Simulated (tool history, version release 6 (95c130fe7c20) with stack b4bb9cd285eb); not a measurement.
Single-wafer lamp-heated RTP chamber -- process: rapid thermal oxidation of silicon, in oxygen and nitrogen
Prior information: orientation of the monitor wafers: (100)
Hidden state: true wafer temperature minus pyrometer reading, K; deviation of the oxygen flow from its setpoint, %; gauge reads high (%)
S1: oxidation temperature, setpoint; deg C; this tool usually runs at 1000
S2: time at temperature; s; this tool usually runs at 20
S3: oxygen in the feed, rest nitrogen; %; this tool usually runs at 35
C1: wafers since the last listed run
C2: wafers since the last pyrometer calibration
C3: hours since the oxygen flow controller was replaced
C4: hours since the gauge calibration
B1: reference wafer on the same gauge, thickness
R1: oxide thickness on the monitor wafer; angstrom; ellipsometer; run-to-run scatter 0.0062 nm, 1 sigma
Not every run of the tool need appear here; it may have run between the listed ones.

run	hour	S1	S2	S3	C1	C2	C3	C4	B1	R1
1	0	1000	17	35	0	438	2584.5	526.3	2.109	24.92
2	12.1	1000	17	35	168	607	2596.6	538.4	2.11	24.92
3	39.5	1000	20	17	381	988	2624	565.8	2.109	23
4	74.7	992	24	35	490	1478	2659.2	601	2.111	26.62
5	96.5	1018	20	49	303	1782	2681	622.8	2.11	31.2
6	113.5	1018	20	49	236	2019	2698	639.8	2.11	31.2
7	144.3	1018	20	49	428	2447	2728.8	670.6	2.109	31.19
8	169.4	1000	20	35	349	2797	2753.9	695.7	2.109	26.11
9	187	1000	20	19	245	3042	2771.5	713.3	2.108	23.34
10	211.2	1000	20	35	336	3379	2795.7	737.5	2.109	26.13
11	237.3	1000	20	35	363	3742	2821.8	763.6	2.111	26.16
12	261.7	1015	20	35	339	4082	2846.2	788	2.11	28.22
13	281.9	1015	20	35	281	4363	2866.4	808.2	2.108	28.11
14	309.8	1000	20	35	388	4751	2894.3	836.1	2.109	26.06
15	343.8	1000	20	35	473	5225	2928.3	870.1	2.112	26.08
16	422.3	1000	20	35	1092	6318	3006.8	948.6	2.111	26.08
17	455.5	1000	20	35	462	6780	3040	981.8	2.109	26.1
18	471.6	1000	20	35	224	7004	3056.1	997.9	2.108	26.13
# hour 482.8: pyrometer window cleaned and pyrometer calibrated
19	507.3	1025	20	35	385	341	3091.8	1033.6	2.108	29.57
20	534.1	1000	20	35	373	714	3118.6	1060.4	2.109	26.08
21	556.6	983	28	23	313	1027	3141.1	1082.9	2.111	24.66
22	579.7	1000	20	35	321	1349	3164.2	1106	2.11	26.18
23	601.1	1000	20	53	297	1647	3185.6	1127.4	2.11	28.73
# hour 637.7: gauge calibrated
24	651.2	1000	20	55	697	2344	3235.7	13.5	2.112	29.08
25	672.8	988	20	35	300	2645	3257.3	35.1	2.11	24.68
26	692.8	1000	14	27	278	2923	3277.3	55.1	2.11	22.71
# hour 717.8: oxygen flow controller replaced
27	718.3	1000	24	25	243	3167	0.5	80.6	2.11	25.59
28	741.1	974	23	35	317	3484	23.3	103.4	2.108	24.19
29	753.8	1008	29	20	176	3661	36	116.1	2.111	26.75
30	785.7	974	20	35	444	4105	67.9	148	2.109	23.44
31	820.1	1000	20	35	478	4584	102.3	182.4	2.109	26.03
32	852.9	1020	23	20	456	5041	135.1	215.2	2.111	26.38
33	869.5	1014	11	35	231	5272	151.7	231.8	2.111	23.66
34	896.9	978	11	21	381	5653	179.1	259.2	2.109	19.93
# hour 925.1: pyrometer window cleaned and pyrometer calibrated
35	928.4	1026	17	18	327	46	210.6	290.7	2.11	24.5
36	959.8	986	27	17	437	483	242	322.1	2.109	23.49
37	982.6	1000	20	35	317	801	264.8	344.9	2.11	26.13
38	1007.9	975	23	35	352	1153	290.1	370.2	2.109	24.32
39	1020.2	1019	26	17	171	1324	302.4	382.5	2.109	26.28

List, for all runs, the conditions of the tool that the log does not record:
true wafer temperature minus pyrometer reading, K: 0, the same for each run
deviation of the oxygen flow from its setpoint, %: 0, the same for each run
gauge reads high (%): 0, the same for each run
